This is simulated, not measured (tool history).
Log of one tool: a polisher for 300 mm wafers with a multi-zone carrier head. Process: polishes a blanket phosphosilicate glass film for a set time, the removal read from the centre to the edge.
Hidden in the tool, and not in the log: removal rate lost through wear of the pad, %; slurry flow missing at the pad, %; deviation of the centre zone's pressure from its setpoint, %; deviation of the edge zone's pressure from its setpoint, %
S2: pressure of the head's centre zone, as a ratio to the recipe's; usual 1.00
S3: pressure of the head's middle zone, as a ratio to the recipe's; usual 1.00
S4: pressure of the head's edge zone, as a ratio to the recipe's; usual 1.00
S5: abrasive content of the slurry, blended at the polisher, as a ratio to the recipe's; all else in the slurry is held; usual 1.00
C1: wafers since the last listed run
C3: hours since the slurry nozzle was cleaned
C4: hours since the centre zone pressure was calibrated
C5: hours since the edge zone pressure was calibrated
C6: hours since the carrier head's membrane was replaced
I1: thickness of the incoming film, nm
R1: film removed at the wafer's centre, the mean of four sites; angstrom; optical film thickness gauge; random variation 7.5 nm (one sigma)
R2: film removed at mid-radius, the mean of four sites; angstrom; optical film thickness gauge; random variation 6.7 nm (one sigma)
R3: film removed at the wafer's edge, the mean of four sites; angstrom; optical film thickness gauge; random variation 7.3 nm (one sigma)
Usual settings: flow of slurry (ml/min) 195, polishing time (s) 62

{"run": 1, "day": 0.0, "flow of slurry (ml/min)": 195, "S2": 1.0, "S3": 1.0, "S4": 1.0, "S5": 1.0, "polishing time (s)": 62, "C1": 0, "wafers polished on this pad": 4861, "C3": 656.3, "C4": 1479.2, "C5": 797.4, "C6": 700.4, "I1": 4671.3, "R1": 5961, "R2": 5096, "R3": 5320}
{"day": 2.446, "done": "centre zone pressure recalibrated"}
{"day": 2.779, "done": "edge zone pressure recalibrated"}
{"day": 3.217, "done": "slurry nozzle cleaned"}
{"run": 2, "day": 3.75, "flow of slurry (ml/min)": 250, "S2": 1.0, "S3": 1.0, "S4": 1.0, "S5": 1.0, "polishing time (s)": 51, "C1": 739, "wafers polished on this pad": 5600, "C3": 12.8, "C4": 31.3, "C5": 23.3, "C6": 790.4, "I1": 4838.7, "R1": 4457, "R2": 4466, "R3": 4484}
{"day": 6.233, "done": "worn pad replaced by a new one"}
{"run": 3, "day": 8.158, "flow of slurry (ml/min)": 250, "S2": 0.91, "S3": 0.93, "S4": 1.0, "S5": 1.2, "polishing time (s)": 62, "C1": 885, "wafers polished on this pad": 401, "C3": 118.6, "C4": 137.1, "C5": 129.1, "C6": 896.2, "I1": 4796.6, "R1": 5285, "R2": 5608, "R3": 6011}
{"run": 4, "day": 12.488, "flow of slurry (ml/min)": 195, "S2": 1.0, "S3": 1.0, "S4": 1.0, "S5": 1.0, "polishing time (s)": 62, "C1": 903, "wafers polished on this pad": 1304, "C3": 222.5, "C4": 241.0, "C5": 233.0, "C6": 1000.1, "I1": 4786.8, "R1": 5224, "R2": 5213, "R3": 5309}
{"run": 5, "day": 16.438, "flow of slurry (ml/min)": 235, "S2": 0.93, "S3": 1.0, "S4": 1.09, "S5": 1.0, "polishing time (s)": 73, "C1": 824, "wafers polished on this pad": 2128, "C3": 317.3, "C4": 335.8, "C5": 327.8, "C6": 1094.9, "I1": 4810.8, "R1": 6144, "R2": 6282, "R3": 6614}
{"run": 6, "day": 18.062, "flow of slurry (ml/min)": 195, "S2": 1.0, "S3": 1.0, "S4": 0.96, "S5": 1.0, "polishing time (s)": 62, "C1": 339, "wafers polished on this pad": 2468, "C3": 356.3, "C4": 374.8, "C5": 366.8, "C6": 1133.9, "I1": 4786.1, "R1": 5357, "R2": 5197, "R3": 5169}
{"run": 7, "day": 21.662, "flow of slurry (ml/min)": 195, "S2": 1.0, "S3": 1.0, "S4": 1.0, "S5": 1.0, "polishing time (s)": 62, "C1": 751, "wafers polished on this pad": 3219, "C3": 442.7, "C4": 461.2, "C5": 453.2, "C6": 1220.3, "I1": 4886.5, "R1": 5302, "R2": 5203, "R3": 5358}
{"day": 22.575, "done": "carrier head's membrane replaced by a new one"}
{"run": 8, "day": 25.704, "flow of slurry (ml/min)": 170, "S2": 1.0, "S3": 1.0, "S4": 1.0, "S5": 1.0, "polishing time (s)": 62, "C1": 799, "wafers polished on this pad": 4019, "C3": 539.7, "C4": 558.2, "C5": 550.2, "C6": 75.1, "I1": 4795.3, "R1": 5211, "R2": 5212, "R3": 5193}
{"run": 9, "day": 31.825, "flow of slurry (ml/min)": 125, "S2": 1.0, "S3": 0.9, "S4": 0.96, "S5": 1.0, "polishing time (s)": 62, "C1": 1277, "wafers polished on this pad": 5296, "C3": 686.6, "C4": 705.1, "C5": 697.1, "C6": 222.0, "I1": 4769.2, "R1": 4825, "R2": 4346, "R3": 4858}
{"day": 32.562, "done": "slurry nozzle cleaned"}
{"day": 32.758, "done": "worn pad replaced by a new one"}
{"run": 10, "day": 33.612, "flow of slurry (ml/min)": 245, "S2": 1.1, "S3": 0.96, "S4": 1.0, "S5": 1.0, "polishing time (s)": 52, "C1": 329, "wafers polished on this pad": 178, "C3": 25.2, "C4": 748.0, "C5": 740.0, "C6": 264.9, "I1": 4877.1, "R1": 5211, "R2": 4375, "R3": 4525}
{"day": 34.283, "done": "edge zone pressure recalibrated"}
{"run": 11, "day": 36.712, "flow of slurry (ml/min)": 195, "S2": 1.0, "S3": 1.0, "S4": 1.0, "S5": 1.0, "polishing time (s)": 62, "C1": 629, "wafers polished on this pad": 807, "C3": 99.6, "C4": 822.4, "C5": 58.3, "C6": 339.3, "I1": 4771.8, "R1": 5551, "R2": 5344, "R3": 5378}
{"run": 12, "day": 40.154, "flow of slurry (ml/min)": 195, "S2": 1.07, "S3": 0.88, "S4": 1.07, "S5": 1.0, "polishing time (s)": 49, "C1": 718, "wafers polished on this pad": 1525, "C3": 182.2, "C4": 905.0, "C5": 140.9, "C6": 421.9, "I1": 4805.1, "R1": 4648, "R2": 3716, "R3": 4440}
{"run": 13, "day": 43.608, "flow of slurry (ml/min)": 140, "S2": 1.0, "S3": 0.97, "S4": 0.92, "S5": 1.0, "polishing time (s)": 62, "C1": 720, "wafers polished on this pad": 2246, "C3": 265.1, "C4": 987.9, "C5": 223.8, "C6": 504.8, "I1": 4795.1, "R1": 5123, "R2": 4770, "R3": 4974}
{"run": 14, "day": 45.846, "flow of slurry (ml/min)": 195, "S2": 1.0, "S3": 1.0, "S4": 1.0, "S5": 0.75, "polishing time (s)": 68, "C1": 466, "wafers polished on this pad": 2713, "C3": 318.8, "C4": 1041.6, "C5": 277.5, "C6": 558.5, "I1": 4749.4, "R1": 4893, "R2": 4641, "R3": 4847}
{"run": 15, "day": 47.588, "flow of slurry (ml/min)": 195, "S2": 1.0, "S3": 1.11, "S4": 0.93, "S5": 0.8, "polishing time (s)": 62, "C1": 363, "wafers polished on this pad": 3076, "C3": 360.6, "C4": 1083.4, "C5": 319.3, "C6": 600.3, "I1": 4787.0, "R1": 4833, "R2": 4965, "R3": 4449}
{"run": 16, "day": 50.183, "flow of slurry (ml/min)": 195, "S2": 1.0, "S3": 1.0, "S4": 1.0, "S5": 1.0, "polishing time (s)": 62, "C1": 541, "wafers polished on this pad": 3618, "C3": 422.9, "C4": 1145.7, "C5": 381.6, "C6": 662.6, "I1": 4790.3, "R1": 5690, "R2": 5331, "R3": 5377}
{"run": 17, "day": 52.221, "flow of slurry (ml/min)": 235, "S2": 0.93, "S3": 1.0, "S4": 1.09, "S5": 1.0, "polishing time (s)": 73, "C1": 425, "wafers polished on this pad": 4043, "C3": 471.8, "C4": 1194.6, "C5": 430.5, "C6": 711.5, "I1": 4800.6, "R1": 6321, "R2": 6296, "R3": 6688}
{"run": 18, "day": 56.475, "flow of slurry (ml/min)": 240, "S2": 1.08, "S3": 1.05, "S4": 1.0, "S5": 1.0, "polishing time (s)": 49, "C1": 887, "wafers polished on this pad": 4931, "C3": 573.9, "C4": 1296.7, "C5": 532.6, "C6": 813.6, "I1": 4807.5, "R1": 5060, "R2": 4349, "R3": 4250}
{"day": 57.8, "done": "worn pad replaced by a new one"}
{"run": 19, "day": 58.238, "flow of slurry (ml/min)": 170, "S2": 0.89, "S3": 1.0, "S4": 1.0, "S5": 1.3, "polishing time (s)": 62, "C1": 332, "wafers polished on this pad": 91, "C3": 616.2, "C4": 1339.0, "C5": 574.9, "C6": 855.9, "I1": 4845.1, "R1": 5759, "R2": 5792, "R3": 5863}
{"run": 20, "day": 60.975, "flow of slurry (ml/min)": 195, "S2": 1.0, "S3": 1.0, "S4": 1.0, "S5": 1.0, "polishing time (s)": 83, "C1": 571, "wafers polished on this pad": 662, "C3": 681.9, "C4": 1404.7, "C5": 640.6, "C6": 921.6, "I1": 4677.8, "R1": 7632, "R2": 6928, "R3": 7164}
{"day": 62.971, "done": "edge zone pressure recalibrated"}
{"day": 64.204, "done": "slurry nozzle cleaned"}
{"run": 21, "day": 66.675, "flow of slurry (ml/min)": 195, "S2": 1.0, "S3": 1.0, "S4": 1.0, "S5": 1.0, "polishing time (s)": 62, "C1": 1163, "wafers polished on this pad": 1826, "C3": 59.3, "C4": 1541.5, "C5": 88.9, "C6": 1058.4, "I1": 4691.3, "R1": 5664, "R2": 5286, "R3": 5348}
{"day": 66.833, "done": "centre zone pressure recalibrated"}
{"run": 22, "day": 70.325, "flow of slurry (ml/min)": 195, "S2": 1.0, "S3": 1.0, "S4": 1.0, "S5": 1.0, "polishing time (s)": 62, "C1": 744, "wafers polished on this pad": 2570, "C3": 146.9, "C4": 83.8, "C5": 176.5, "C6": 1146.0, "I1": 4764.6, "R1": 5380, "R2": 5239, "R3": 5420}

Forecast each of these 3 alternatives for the next run:
{"run": "A", "day": 70.342, "flow of slurry (ml/min)": 125, "S2": 1.0, "S3": 1.0, "S4": 1.0, "S5": 1.0, "polishing time (s)": 62, "C1": 3, "wafers polished on this pad": 2573, "C3": 147.3, "C4": 84.2, "C5": 176.9, "C6": 1146.4, "I1": 4700.7, "R1": "?", "R2": "?", "R3": "?"}
{"run": "B", "day": 70.342, "flow of slurry (ml/min)": 195, "S2": 1.0, "S3": 1.0, "S4": 1.0, "S5": 0.75, "polishing time (s)": 55, "C1": 3, "wafers polished on this pad": 2573, "C3": 147.3, "C4": 84.2, "C5": 176.9, "C6": 1146.4, "I1": 4700.7, "R1": "?", "R2": "?", "R3": "?"}
{"run": "C", "day": 70.342, "flow of slurry (ml/min)": 195, "S2": 1.0, "S3": 1.11, "S4": 1.07, "S5": 1.0, "polishing time (s)": 84, "C1": 3, "wafers polished on this pad": 2573, "C3": 147.3, "C4": 84.2, "C5": 176.9, "C6": 1146.4, "I1": 4700.7, "R1": "?", "R2": "?", "R3": "?"}

run=A R1=4744 R2=4689 R3=4883
run=B R1=3852 R2=3761 R3=3812
run=C R1=7169 R2=7645 R3=7312
Without the tool's hidden state the same runs would have given:
run=A R1=4795 R2=4689 R3=4883
run=B R1=3893 R2=3761 R3=3812
run=C R1=7246 R2=7645 R3=7312
